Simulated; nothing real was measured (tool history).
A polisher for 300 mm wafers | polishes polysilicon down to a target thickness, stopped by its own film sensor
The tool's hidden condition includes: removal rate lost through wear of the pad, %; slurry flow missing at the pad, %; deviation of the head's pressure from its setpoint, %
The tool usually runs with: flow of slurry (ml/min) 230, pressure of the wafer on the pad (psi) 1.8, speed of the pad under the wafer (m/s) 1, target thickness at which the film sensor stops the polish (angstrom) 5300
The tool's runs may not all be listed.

| run | hour | flow of slurry (ml/min) | pressure of the wafer on the pad (psi) | speed of the pad under the wafer (m/s) | target thickness at which the film sensor stops the polish (angstrom) | wafers since the last listed run | wafers polished on this pad | hours since the slurry nozzle was cleaned | hours since the head pressure was calibrated | incoming thickness of the incoming film, nm | time until the film sensor stopped the polish (s) |
|---|---|---|---|---|---|---|---|---|---|---|---|
| 1 | 0 | 230 | 1.8 | 1.16 | 5300 | 0 | 2902 | 354.4 | 435.4 | 848.6 | 52 |
|  | 1.6 | head pressure recalibrated |
| 2 | 41.3 | 230 | 1.8 | 1.16 | 5300 | 581 | 3483 | 395.7 | 39.7 | 862.3 | 58.5 |
|  | 57.1 | slurry nozzle cleaned |
|  | 73.6 | worn pad replaced by a new one |
| 3 | 78.3 | 230 | 1.8 | 1.16 | 5300 | 468 | 68 | 21.2 | 76.7 | 860.3 | 50.3 |
| 4 | 106.8 | 230 | 1.8 | 1 | 5300 | 417 | 485 | 49.7 | 105.2 | 858.5 | 58.5 |
| 5 | 160.2 | 230 | 1.8 | 1 | 5300 | 781 | 1267 | 103.1 | 158.6 | 861.5 | 60.7 |
| 6 | 231.2 | 230 | 1.8 | 1 | 5300 | 1039 | 2306 | 174.1 | 229.6 | 845.8 | 58.7 |
| 7 | 269.6 | 230 | 1.8 | 1 | 5300 | 562 | 2868 | 212.5 | 268 | 857.9 | 60.3 |
|  | 289.1 | worn pad replaced by a new one |
| 8 | 319.9 | 230 | 1.8 | 1 | 5300 | 677 | 451 | 262.8 | 318.3 | 878.1 | 61.4 |
| 9 | 354.7 | 170 | 1.8 | 1 | 5300 | 509 | 960 | 297.6 | 353.1 | 861.6 | 59.5 |
|  | 401.8 | head pressure recalibrated |
| 10 | 422.5 | 185 | 1.8 | 1 | 5300 | 963 | 1923 | 365.4 | 20.7 | 865.6 | 63 |
|  | 447.8 | slurry nozzle cleaned |
| 11 | 456.2 | 185 | 1.8 | 1 | 5300 | 478 | 2402 | 8.4 | 54.4 | 853.4 | 63.4 |
| 12 | 497.8 | 185 | 1.8 | 1 | 5300 | 608 | 3010 | 50 | 96 | 868.3 | 66.6 |
|  | 518.2 | worn pad replaced by a new one |
| 13 | 549.5 | 230 | 1.4 | 1 | 5300 | 698 | 458 | 101.7 | 147.7 | 859.5 | 74 |
| 14 | 582.3 | 265 | 1.5 | 1 | 5300 | 480 | 938 | 134.5 | 180.5 | 857.4 | 69.4 |
| 15 | 634.6 | 230 | 1.6 | 1.24 | 5300 | 765 | 1703 | 186.8 | 232.8 | 857.1 | 54.5 |
| 16 | 694.5 | 230 | 2.1 | 1 | 6140 | 876 | 2580 | 246.7 | 292.7 | 865.7 | 40.3 |
| 17 | 741.5 | 150 | 2 | 0.72 | 5300 | 687 | 3268 | 293.7 | 339.7 | 856.4 | 79.1 |
|  | 754.6 | worn pad replaced by a new one |
|  | 797.2 | slurry nozzle cleaned |
| 18 | 809.8 | 185 | 1.8 | 1 | 5300 | 926 | 792 | 12.6 | 408 | 856.8 | 58.6 |
| 19 | 840.3 | 230 | 1.6 | 0.86 | 5300 | 446 | 1238 | 43.1 | 438.5 | 876.9 | 77.9 |
| 20 | 900 | 230 | 1.4 | 1.32 | 5300 | 873 | 2112 | 102.8 | 498.2 | 866 | 61.4 |
|  | 910.2 | head pressure recalibrated |
| 21 | 930.5 | 230 | 1.8 | 1.32 | 6370 | 417 | 2529 | 133.3 | 20.3 | 858.7 | 32.2 |
|  | 994.5 | worn pad replaced by a new one |
| 22 | 999.9 | 260 | 1.8 | 1 | 4570 | 957 | 79 | 202.7 | 89.7 | 865.5 | 71.3 |
| 23 | 1050.2 | 185 | 1.8 | 1 | 5300 | 736 | 815 | 253 | 140 | 843.5 | 55.7 |
|  | 1107.8 | slurry nozzle cleaned |
| 24 | 1112.4 | 230 | 1.5 | 1 | 5300 | 895 | 1711 | 4.6 | 202.2 | 859.4 | 68.9 |
| 25 | 1172.4 | 265 | 1.8 | 1 | 5880 | 878 | 2589 | 64.6 | 262.2 | 851.4 | 48.6 |
| 26 | 1197 | 255 | 1.4 | 1 | 4610 | 360 | 2949 | 89.2 | 286.8 | 861.2 | 93.7 |

What if the next run were any one of these 5? Each begins from the tool's condition after run 26:
| A | 1197.4 | 230 | 1.8 | 1 | 5300 | 5 | 2955 | 89.6 | 287.2 | 849.6 | ? |
| B | 1197.4 | 175 | 1.8 | 1 | 6420 | 5 | 2955 | 89.6 | 287.2 | 849.6 | ? |
| C | 1197.4 | 275 | 2.3 | 0.78 | 4300 | 5 | 2955 | 89.6 | 287.2 | 849.6 | ? |
| D | 1197.4 | 305 | 1.8 | 0.68 | 4170 | 5 | 2955 | 89.6 | 287.2 | 849.6 | ? |
| E | 1197.4 | 230 | 1.8 | 1 | 4970 | 5 | 2955 | 89.6 | 287.2 | 849.6 | ? |

| run | time until the film sensor stopped the polish (s) |
|---|---|
| A | 59.1 |
| B | 39.3 |
| C | 75.9 |
| D | 112.9 |
| E | 65.2 |
Without the tool's unlogged condition, the same runs would have read:
| run | time until the film sensor stopped the polish (s) |
|---|---|
| A | 54.2 |
| B | 36 |
| C | 69.6 |
| D | 103.6 |
| E | 59.8 |
